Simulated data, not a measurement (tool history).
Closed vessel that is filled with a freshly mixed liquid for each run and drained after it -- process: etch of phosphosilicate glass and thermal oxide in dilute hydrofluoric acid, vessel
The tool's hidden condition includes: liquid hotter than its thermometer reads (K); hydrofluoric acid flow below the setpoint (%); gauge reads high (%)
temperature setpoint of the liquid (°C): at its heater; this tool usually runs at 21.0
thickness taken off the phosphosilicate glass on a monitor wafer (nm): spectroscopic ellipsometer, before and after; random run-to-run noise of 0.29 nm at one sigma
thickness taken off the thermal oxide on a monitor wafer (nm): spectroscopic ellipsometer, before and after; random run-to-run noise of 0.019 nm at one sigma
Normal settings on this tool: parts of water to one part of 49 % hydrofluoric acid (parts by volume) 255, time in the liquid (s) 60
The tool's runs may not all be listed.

run    hour  temperature setpoint of the liquid (°C)  parts of water to one part of 49 % hydrofluoric acid (parts by volume)  time in the liquid (s)  wafers since the last listed run  hours since the thermometer was replaced  hours since the hydrofluoric acid flow meter was replaced  hours since the gauge calibration  read-back film thickness of the phosphosilicate glass reference wafer, read on the same gauge (nm)  read-back film thickness of the thermal oxide reference wafer, read on the same gauge (nm)  thickness taken off the phosphosilicate glass on a monitor wafer (nm)  thickness taken off the thermal oxide on a monitor wafer (nm)
  1     0.0                                     21.0                                                                     255                      60                                 0                                     367.3                                                      696.6                             1230.1                                                                                               89.99                                                                                      80.012                                                                  36.10                                                          0.813
  2   107.4                                     21.0                                                                     255                      60                              9331                                     474.7                                                      804.0                             1337.5                                                                                               90.02                                                                                      80.022                                                                  36.04                                                          0.815
  3   156.3                                     21.0                                                                     255                      60                              4248                                     523.6                                                      852.9                             1386.4                                                                                               90.01                                                                                      79.981                                                                  36.77                                                          0.794
  4   196.6                                     21.0                                                                     255                      60                              3501                                     563.9                                                      893.2                             1426.7                                                                                               90.00                                                                                      79.998                                                                  36.22                                                          0.812
      227.2  -- hydrofluoric acid flow meter replaced
  5   278.7                                     21.0                                                                     255                      60                              7046                                     646.0                                                       51.5                             1508.8                                                                                               89.98                                                                                      79.983                                                                  36.42                                                          0.802
  6   385.8                                     21.0                                                                     255                      60                              9304                                     753.1                                                      158.6                             1615.9                                                                                               90.01                                                                                      80.004                                                                  36.56                                                          0.815
  7   443.8                                     21.0                                                                     255                      60                              5039                                     811.1                                                      216.6                             1673.9                                                                                               90.01                                                                                      79.984                                                                  36.91                                                          0.786
  8   526.3                                     21.0                                                                     255                      60                              7167                                     893.6                                                      299.1                             1756.4                                                                                               90.01                                                                                      79.994                                                                  37.19                                                          0.844
  9   611.5                                     21.0                                                                     255                      60                              7402                                     978.8                                                      384.3                             1841.6                                                                                               90.00                                                                                      79.992                                                                  37.61                                                          0.834
      622.3  -- gauge calibrated
 10   687.8                                     17.0                                                                     165                      30                              6629                                    1055.1                                                      460.6                               65.5                                                                                               90.01                                                                                      80.019                                                                  27.56                                                          0.628
 11   763.3                                     21.0                                                                     255                      60                              6559                                    1130.6                                                      536.1                              141.0                                                                                               90.00                                                                                      79.971                                                                  37.85                                                          0.816
      768.0  -- thermometer replaced
 12   973.7                                     25.5                                                                     315                      30                             18192                                     205.7                                                      746.5                              351.4                                                                                               89.99                                                                                      80.003                                                                  16.06                                                          0.355
 13  1041.5                                     21.0                                                                     365                      40                              5890                                     273.5                                                      814.3                              419.2                                                                                               90.00                                                                                      79.993                                                                  15.12                                                          0.325
 14  1131.0                                     21.0                                                                     255                      60                              7775                                     363.0                                                      903.8                              508.7                                                                                               90.03                                                                                      79.983                                                                  36.35                                                          0.758
 15  1182.9                                     24.5                                                                     170                      60                              4509                                     414.9                                                      955.7                              560.6                                                                                               89.99                                                                                      79.989                                                                  66.93                                                          1.528
 16  1232.1                                     21.0                                                                     255                      90                              4274                                     464.1                                                     1004.9                              609.8                                                                                               90.01                                                                                      80.010                                                                  54.41                                                          1.295
     1304.1  -- hydrofluoric acid flow meter replaced
 17  1309.4                                     21.0                                                                     255                      60                              6629                                     541.4                                                        5.3                              687.1                                                                                               89.98                                                                                      79.997                                                                  36.04                                                          0.797
 18  1353.2                                     21.0                                                                     255                      35                              3805                                     585.2                                                       49.1                              730.9                                                                                               89.99                                                                                      80.016                                                                  21.06                                                          0.468
 19  1421.2                                     21.0                                                                     255                      60                              5907                                     653.2                                                      117.1                              798.9                                                                                               90.00                                                                                      79.996                                                                  36.07                                                          0.827
 20  1474.1                                     21.0                                                                     255                      60                              4596                                     706.1                                                      170.0                              851.8                                                                                               90.01                                                                                      80.017                                                                  36.88                                                          0.791
 21  1558.0                                     17.5                                                                     350                      60                              7289                                     790.0                                                      253.9                              935.7                                                                                               90.00                                                                                      80.034                                                                  21.65                                                          0.501
 22  1638.1                                     21.0                                                                     345                      70                              6959                                     870.1                                                      334.0                             1015.8                                                                                               90.00                                                                                      79.995                                                                  29.52                                                          0.677
 23  1683.9                                     21.0                                                                     345                      35                              3979                                     915.9                                                      379.8                             1061.6                                                                                               90.02                                                                                      80.001                                                                  14.78                                                          0.331
 24  1735.7                                     21.0                                                                     185                      60                              4500                                     967.7                                                      431.6                             1113.4                                                                                               90.00                                                                                      80.005                                                                  56.34                                                          1.256
 25  1791.9                                     18.5                                                                     195                      85                              4882                                    1023.9                                                      487.8                             1169.6                                                                                               90.01                                                                                      79.994                                                                  67.76                                                          1.512
 26  1877.4                                     25.0                                                                     160                      90                              7428                                    1109.4                                                      573.3                             1255.1                                                                                               90.00                                                                                      80.022                                                                 118.70                                                          2.466

Forecast each of these 3 alternatives for the next run:
  A  1878.1                                     21.0                                                                     255                      60                                60                                    1110.1                                                      574.0                             1255.8                                                                                                   ?                                                                                           ?                                                                      ?                                                              ?
  B  1878.1                                     24.0                                                                     185                      60                                60                                    1110.1                                                      574.0                             1255.8                                                                                                   ?                                                                                           ?                                                                      ?                                                              ?
  C  1878.1                                     22.5                                                                     255                      90                                60                                    1110.1                                                      574.0                             1255.8                                                                                                   ?                                                                                           ?                                                                      ?                                                              ?

run  read-back film thickness of the phosphosilicate glass reference wafer, read on the same gauge (nm)  read-back film thickness of the thermal oxide reference wafer, read on the same gauge (nm)  thickness taken off the phosphosilicate glass on a monitor wafer (nm)  thickness taken off the thermal oxide on a monitor wafer (nm)
  A                                                                                               90.01                                                                                      79.986                                                                  38.44                                                          0.808
  B                                                                                               90.01                                                                                      79.986                                                                  63.66                                                          1.337
  C                                                                                               90.01                                                                                      79.986                                                                  60.83                                                          1.278
Take away the tool's hidden state, keep each run's random variation, and the runs would have read:
run  thickness taken off the phosphosilicate glass on a monitor wafer (nm)  thickness taken off the thermal oxide on a monitor wafer (nm)
  A                                                                  35.37                                                          0.743
  B                                                                  58.53                                                          1.230
  C                                                                  56.05                                                          1.178
